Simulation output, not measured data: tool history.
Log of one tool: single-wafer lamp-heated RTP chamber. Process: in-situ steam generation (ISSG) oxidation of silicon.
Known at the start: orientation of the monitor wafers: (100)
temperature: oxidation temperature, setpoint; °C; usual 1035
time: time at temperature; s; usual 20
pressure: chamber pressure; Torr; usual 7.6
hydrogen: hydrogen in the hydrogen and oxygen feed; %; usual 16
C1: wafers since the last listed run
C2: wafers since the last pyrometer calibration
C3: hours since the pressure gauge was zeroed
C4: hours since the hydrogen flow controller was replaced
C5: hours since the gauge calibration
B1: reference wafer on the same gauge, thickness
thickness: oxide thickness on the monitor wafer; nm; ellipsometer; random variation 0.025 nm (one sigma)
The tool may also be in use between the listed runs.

{"run": 1, "hour": 0.0, "temperature": 1029, "time": 20, "pressure": 7.6, "hydrogen": 16, "C1": 0, "C2": 293, "C3": 4425.8, "C4": 3494, "C5": 60.6, "B1": 4.915, "thickness": 5.679}
{"run": 2, "hour": 52.0, "temperature": 1029, "time": 20, "pressure": 7.6, "hydrogen": 16, "C1": 624, "C2": 917, "C3": 4477.8, "C4": 3546, "C5": 112.6, "B1": 4.923, "thickness": 5.661}
{"hour": 74.5, "done": "hydrogen flow controller replaced"}
{"run": 3, "hour": 75.0, "temperature": 1035, "time": 18, "pressure": 8.7, "hydrogen": 16, "C1": 180, "C2": 1097, "C3": 4500.8, "C4": 0.5, "C5": 135.6, "B1": 4.921, "thickness": 5.57}
{"run": 4, "hour": 81.4, "temperature": 1035, "time": 18, "pressure": 8.7, "hydrogen": 16, "C1": 76, "C2": 1174, "C3": 4507.2, "C4": 6.9, "C5": 142, "B1": 4.924, "thickness": 5.573}
{"hour": 98.2, "done": "pressure gauge zeroed"}
{"run": 5, "hour": 98.7, "temperature": 1035, "time": 18, "pressure": 8.7, "hydrogen": 16, "C1": 111, "C2": 1286, "C3": 0.5, "C4": 24.2, "C5": 159.3, "B1": 4.918, "thickness": 5.59}
{"run": 6, "hour": 102.9, "temperature": 1035, "time": 20, "pressure": 7.6, "hydrogen": 16, "C1": 50, "C2": 1336, "C3": 4.7, "C4": 28.4, "C5": 163.5, "B1": 4.918, "thickness": 5.921}
{"run": 7, "hour": 111.8, "temperature": 1035, "time": 20, "pressure": 7.6, "hydrogen": 16, "C1": 106, "C2": 1443, "C3": 13.6, "C4": 37.3, "C5": 172.4, "B1": 4.917, "thickness": 5.887}
{"run": 8, "hour": 125.0, "temperature": 1035, "time": 20, "pressure": 7.6, "hydrogen": 16, "C1": 158, "C2": 1602, "C3": 26.8, "C4": 50.5, "C5": 185.6, "B1": 4.926, "thickness": 5.934}
{"run": 9, "hour": 138.9, "temperature": 1035, "time": 20, "pressure": 7.6, "hydrogen": 16, "C1": 166, "C2": 1769, "C3": 40.7, "C4": 64.4, "C5": 199.5, "B1": 4.922, "thickness": 5.884}
{"hour": 150.9, "done": "pyrometer window cleaned and pyrometer calibrated"}
{"run": 10, "hour": 170.2, "temperature": 1035, "time": 25, "pressure": 6.9, "hydrogen": 16, "C1": 279, "C2": 231, "C3": 72, "C4": 95.7, "C5": 230.8, "B1": 4.92, "thickness": 6.721}
{"run": 11, "hour": 178.1, "temperature": 1024, "time": 20, "pressure": 7.6, "hydrogen": 16, "C1": 94, "C2": 326, "C3": 79.9, "C4": 103.6, "C5": 238.7, "B1": 4.924, "thickness": 5.711}
{"run": 12, "hour": 184.3, "temperature": 1045, "time": 20, "pressure": 7.6, "hydrogen": 16, "C1": 74, "C2": 400, "C3": 86.1, "C4": 109.8, "C5": 244.9, "B1": 4.92, "thickness": 6.404}
{"run": 13, "hour": 190.8, "temperature": 1045, "time": 20, "pressure": 7.6, "hydrogen": 16, "C1": 78, "C2": 478, "C3": 92.6, "C4": 116.3, "C5": 251.4, "B1": 4.918, "thickness": 6.404}
{"run": 14, "hour": 198.0, "temperature": 1035, "time": 20, "pressure": 7.6, "hydrogen": 16, "C1": 86, "C2": 565, "C3": 99.8, "C4": 123.5, "C5": 258.6, "B1": 4.924, "thickness": 6.057}
{"run": 15, "hour": 214.0, "temperature": 1035, "time": 20, "pressure": 7.6, "hydrogen": 16, "C1": 192, "C2": 757, "C3": 115.8, "C4": 139.5, "C5": 274.6, "B1": 4.919, "thickness": 6.074}
{"hour": 226.5, "done": "pyrometer window cleaned and pyrometer calibrated, repeated, since the last time left the tool worse"}
{"run": 16, "hour": 227.0, "temperature": 1029, "time": 26, "pressure": 7.6, "hydrogen": 11, "C1": 60, "C2": 5, "C3": 128.8, "C4": 152.5, "C5": 287.6, "B1": 4.917, "thickness": 5.993}
{"run": 17, "hour": 236.7, "temperature": 1025, "time": 20, "pressure": 7.6, "hydrogen": 16, "C1": 116, "C2": 122, "C3": 138.5, "C4": 162.2, "C5": 297.3, "B1": 4.923, "thickness": 5.544}
{"run": 18, "hour": 248.5, "temperature": 1035, "time": 20, "pressure": 6.9, "hydrogen": 11, "C1": 141, "C2": 264, "C3": 150.3, "C4": 174, "C5": 309.1, "B1": 4.918, "thickness": 5.352}
{"hour": 258.0, "done": "gauge calibrated"}
{"run": 19, "hour": 262.8, "temperature": 1035, "time": 20, "pressure": 7.6, "hydrogen": 16, "C1": 171, "C2": 435, "C3": 164.6, "C4": 188.3, "C5": 4.8, "B1": 4.922, "thickness": 5.818}
{"run": 20, "hour": 278.3, "temperature": 1035, "time": 20, "pressure": 7.6, "hydrogen": 22, "C1": 186, "C2": 621, "C3": 180.1, "C4": 203.8, "C5": 20.3, "B1": 4.922, "thickness": 6.285}
{"run": 21, "hour": 284.5, "temperature": 1035, "time": 18, "pressure": 8.5, "hydrogen": 16, "C1": 74, "C2": 696, "C3": 186.3, "C4": 210, "C5": 26.5, "B1": 4.922, "thickness": 5.547}
{"run": 22, "hour": 296.2, "temperature": 1035, "time": 20, "pressure": 6.9, "hydrogen": 16, "C1": 140, "C2": 836, "C3": 198, "C4": 221.7, "C5": 38.2, "B1": 4.919, "thickness": 5.865}
{"run": 23, "hour": 308.5, "temperature": 1035, "time": 14, "pressure": 7.6, "hydrogen": 20, "C1": 147, "C2": 984, "C3": 210.3, "C4": 234, "C5": 50.5, "B1": 4.921, "thickness": 5.177}
{"run": 24, "hour": 314.9, "temperature": 1035, "time": 20, "pressure": 7.6, "hydrogen": 16, "C1": 76, "C2": 1061, "C3": 216.7, "C4": 240.4, "C5": 56.9, "B1": 4.92, "thickness": 5.86}
{"run": 25, "hour": 324.0, "temperature": 1035, "time": 20, "pressure": 7.6, "hydrogen": 16, "C1": 109, "C2": 1170, "C3": 225.8, "C4": 249.5, "C5": 66, "B1": 4.918, "thickness": 5.88}
{"run": 26, "hour": 339.4, "temperature": 1035, "time": 20, "pressure": 8, "hydrogen": 20, "C1": 184, "C2": 1355, "C3": 241.2, "C4": 264.9, "C5": 81.4, "B1": 4.918, "thickness": 6.174}
{"run": 27, "hour": 347.8, "temperature": 1035, "time": 20, "pressure": 7.6, "hydrogen": 11, "C1": 100, "C2": 1456, "C3": 249.6, "C4": 273.3, "C5": 89.8, "B1": 4.921, "thickness": 5.428}
{"run": 28, "hour": 358.1, "temperature": 1015, "time": 20, "pressure": 7.6, "hydrogen": 16, "C1": 123, "C2": 1580, "C3": 259.9, "C4": 283.6, "C5": 100.1, "B1": 4.916, "thickness": 5.373}
{"run": 29, "hour": 366.8, "temperature": 1035, "time": 20, "pressure": 7.6, "hydrogen": 16, "C1": 104, "C2": 1684, "C3": 268.6, "C4": 292.3, "C5": 108.8, "B1": 4.919, "thickness": 5.881}
{"run": 30, "hour": 382.9, "temperature": 1035, "time": 20, "pressure": 7.6, "hydrogen": 16, "C1": 193, "C2": 1878, "C3": 284.7, "C4": 308.4, "C5": 124.9, "B1": 4.92, "thickness": 5.92}
{"run": 31, "hour": 398.1, "temperature": 1035, "time": 13, "pressure": 7.6, "hydrogen": 16, "C1": 182, "C2": 2060, "C3": 299.9, "C4": 323.6, "C5": 140.1, "B1": 4.917, "thickness": 4.801}

Measured less the same run without the tool's hidden state. The same run-to-run variation is in both; the gauge's scatter may not be:
The hidden state here: true wafer temperature minus pyrometer reading, K; true pressure minus gauge reading, Torr; deviation of the hydrogen flow from its setpoint, %; gauge reads high (%).
run=1 thickness=+0.017
run=2 thickness=+0.049
run=3 thickness=+0.061
run=4 thickness=+0.065
run=5 thickness=+0.076
run=6 thickness=+0.085
run=7 thickness=+0.091
run=8 thickness=+0.101
run=9 thickness=+0.109
run=10 thickness=+0.251
run=11 thickness=+0.197
run=12 thickness=+0.252
run=13 thickness=+0.257
run=14 thickness=+0.235
run=15 thickness=+0.247
run=16 thickness=+0.01
run=17 thickness=+0.015
run=18 thickness=+0.022
run=19 thickness=+0.033
run=20 thickness=+0.047
run=21 thickness=+0.044
run=22 thickness=+0.055
run=23 thickness=+0.051
run=24 thickness=+0.067
run=25 thickness=+0.074
run=26 thickness=+0.088
run=27 thickness=+0.082
run=28 thickness=+0.078
run=29 thickness=+0.102
run=30 thickness=+0.113
run=31 thickness=+0.09
